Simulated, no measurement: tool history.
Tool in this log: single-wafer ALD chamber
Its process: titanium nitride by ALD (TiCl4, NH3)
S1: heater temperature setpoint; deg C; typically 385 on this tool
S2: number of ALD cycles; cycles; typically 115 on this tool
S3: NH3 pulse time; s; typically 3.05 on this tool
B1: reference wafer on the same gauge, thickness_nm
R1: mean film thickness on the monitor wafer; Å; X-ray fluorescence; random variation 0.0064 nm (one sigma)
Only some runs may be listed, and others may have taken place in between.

run    hour   S1   S2    S3     B1     R1
  1     0.0  385  115  3.05  2.400  25.56
  2    25.5  385  115  3.05  2.399  25.51
  3    60.3  385  115  3.05  2.399  25.59
  4   129.7  385  115  3.05  2.399  25.58
  5   178.6  385  115  3.05  2.399  25.52
  6   235.7  385  115  3.05  2.399  25.48
  7   297.9  385  115  3.05  2.400  25.44
  8   347.9  385  115  3.05  2.400  25.49
  9   416.0  385  115  3.05  2.402  25.54
 10   450.6  379  115  3.76  2.399  25.69
 11   659.7  379  115  3.76  2.399  25.70
 12   696.8  379  115  3.76  2.402  25.68
 13   730.5  385  115  3.05  2.401  25.54
 14   765.8  385  115  3.05  2.400  25.65
 15   795.4  391  135  3.05  2.401  30.19
 16   852.9  394  137  3.96  2.399  30.76
 17   891.0  385  115  3.05  2.401  25.57
 18   958.8  385  137  2.49  2.400  30.22
 19  1000.6  373  131  2.42  2.401  28.62
 20  1064.2  385  105  3.05  2.400  23.37
 21  1132.7  400  127  3.46  2.401  28.51
 22  1181.2  385  115  3.05  2.399  25.50
 23  1217.2  379  108  3.43  2.400  23.95
 24  1273.4  385  107  4.06  2.401  23.91
 25  1338.7  385  105  3.05  2.399  23.36
 26  1398.5  385  115  3.05  2.400  25.63
 27  1485.3  378   97  2.63  2.399  21.39
 28  1513.1  400  107  1.87  2.400  23.94
 29  1571.4  398  131  4.02  2.399  29.64
 30  1601.3  377  115  2.57  2.400  25.34
 31  1648.0  385   93  3.05  2.399  20.73
 32  1686.1  385  115  3.05  2.400  25.56
 33  1728.8  385  115  3.52  2.401  25.62
 34  1773.6  398  115  1.89  2.400  25.48
 35  1906.3  385  115  3.05  2.400  25.52
 36  1933.5  385  107  4.06  2.400  23.94
 37  1986.2  385  115  2.45  2.399  25.41
 38  2051.6  377  124  3.05  2.400  27.38
 39  2109.7  394  115  2.51  2.401  25.56

Taken out of this log: 3 entries between the listed runs. Where each belongs, and how the hidden state differs across it:
Runs 20 to 21: gauge calibrated (hour 1103.7)
  both runs share identical hidden conditions
Runs 22 to 23: showerhead replaced (hour 1194.7)
  both runs share identical hidden conditions
Runs 23 to 24: thermocouple changed; heater temperature recalibrated (hour 1273.0)
  both runs share identical hidden conditions
